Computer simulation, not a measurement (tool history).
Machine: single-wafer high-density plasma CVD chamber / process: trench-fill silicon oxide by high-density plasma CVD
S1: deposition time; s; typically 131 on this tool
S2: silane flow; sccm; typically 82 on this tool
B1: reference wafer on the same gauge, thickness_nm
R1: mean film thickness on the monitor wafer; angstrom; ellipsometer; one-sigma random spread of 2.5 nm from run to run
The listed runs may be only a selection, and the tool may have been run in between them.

Run 1, hour 0: usual settings but S2 69 sccm; B1 870.014. Result: R1 8933.51 angstrom.
Run 2, hour 260.1: usual settings but S2 70 sccm; B1 869.73. Result: R1 8970.38 angstrom.
Run 3, hour 335.5: usual settings but S2 70 sccm; B1 870.918. Result: R1 8995.49 angstrom.
Run 4, hour 435.4: usual settings but S2 70 sccm; B1 869.982. Result: R1 9007.3 angstrom.
Run 5, hour 492.3: usual settings but S2 77 sccm; B1 870.059. Result: R1 9538.27 angstrom.
Run 6, hour 555.2: usual settings but S1 146 s; B1 870.748. Result: R1 11099.19 angstrom.
Run 7, hour 627.9: usual settings but S1 146 s; B1 870.504. Result: R1 11090.2 angstrom.
Run 8, hour 682.3: usual settings but S1 146 s; B1 870.24. Result: R1 11158.56 angstrom.
Run 9, hour 753: usual settings but S1 126 s, S2 94 sccm; B1 869.993. Result: R1 10601.14 angstrom.
Run 10, hour 834.1: usual settings; B1 870.44. Result: R1 9980.45 angstrom.
Run 11, hour 916.2: usual settings; B1 871.205. Result: R1 9968.68 angstrom.
At hour 935.5: silane flow controller replaced.
Run 12, hour 1004.3: usual settings; B1 870.096. Result: R1 10377.53 angstrom.
Run 13, hour 1067.1: usual settings but S1 156 s, S2 67 sccm; B1 870.153. Result: R1 10788.7 angstrom.
Run 14, hour 1119.4: usual settings but S1 156 s, S2 88 sccm; B1 869.462. Result: R1 12896.75 angstrom.
Run 15, hour 1204.6: usual settings; B1 869.469. Result: R1 10325.92 angstrom.
Run 16, hour 1282.8: usual settings but S1 144 s, S2 89 sccm; B1 869.633. Result: R1 11918.4 angstrom.
At hour 1327.6: gauge calibrated.
Run 17, hour 1354.3: usual settings but S1 148 s, S2 92 sccm; B1 869.621. Result: R1 12529.87 angstrom.
Run 18, hour 1443.2: usual settings but S1 145 s, S2 66 sccm; B1 870.374. Result: R1 9884.34 angstrom.
Run 19, hour 1493.4: usual settings but S1 113 s, S2 97 sccm; B1 869.531. Result: R1 9920.45 angstrom.
Run 20, hour 1549.1: usual settings but S1 148 s, S2 95 sccm; B1 870.398. Result: R1 12740.98 angstrom.
Run 21, hour 1648.4: usual settings; B1 870.074. Result: R1 10199.53 angstrom.
Run 22, hour 1692.4: usual settings but S1 105 s, S2 88 sccm; B1 870.062. Result: R1 8583.52 angstrom.
Run 23, hour 1756.3: usual settings but S1 117 s, S2 73 sccm; B1 869.627. Result: R1 8399.52 angstrom.
Run 24, hour 1840.2: usual settings but S1 146 s, S2 96 sccm; B1 869.843. Result: R1 12669.96 angstrom.

Here are 5 independent what-if runs from the current tool condition. What would each one return?
Run A, hour 1840.6: usual settings but S1 106 s; B1 ?. Result: R1 ?.
Run B, hour 1840.6: usual settings but S1 155 s, S2 95 sccm; B1 ?. Result: R1 ?.
Run C, hour 1840.6: usual settings but S1 157 s, S2 77 sccm; B1 ?. Result: R1 ?.
Run D, hour 1840.6: usual settings but S1 105 s; B1 ?. Result: R1 ?.
Run E, hour 1840.6: usual settings but S1 107 s, S2 66 sccm; B1 ?. Result: R1 ?.

run       B1        R1
  A  869.605   8206.83
  B  869.605  13292.69
  C  869.605  11652.01
  D  869.605    8129.4
  E  869.605   7186.41
With the hidden condition removed and each run's random variation left untouched, the same runs would have given:
run        R1
  A   8381.51
  B  13575.62
  C  11900.02
  D   8302.44
  E   7339.38

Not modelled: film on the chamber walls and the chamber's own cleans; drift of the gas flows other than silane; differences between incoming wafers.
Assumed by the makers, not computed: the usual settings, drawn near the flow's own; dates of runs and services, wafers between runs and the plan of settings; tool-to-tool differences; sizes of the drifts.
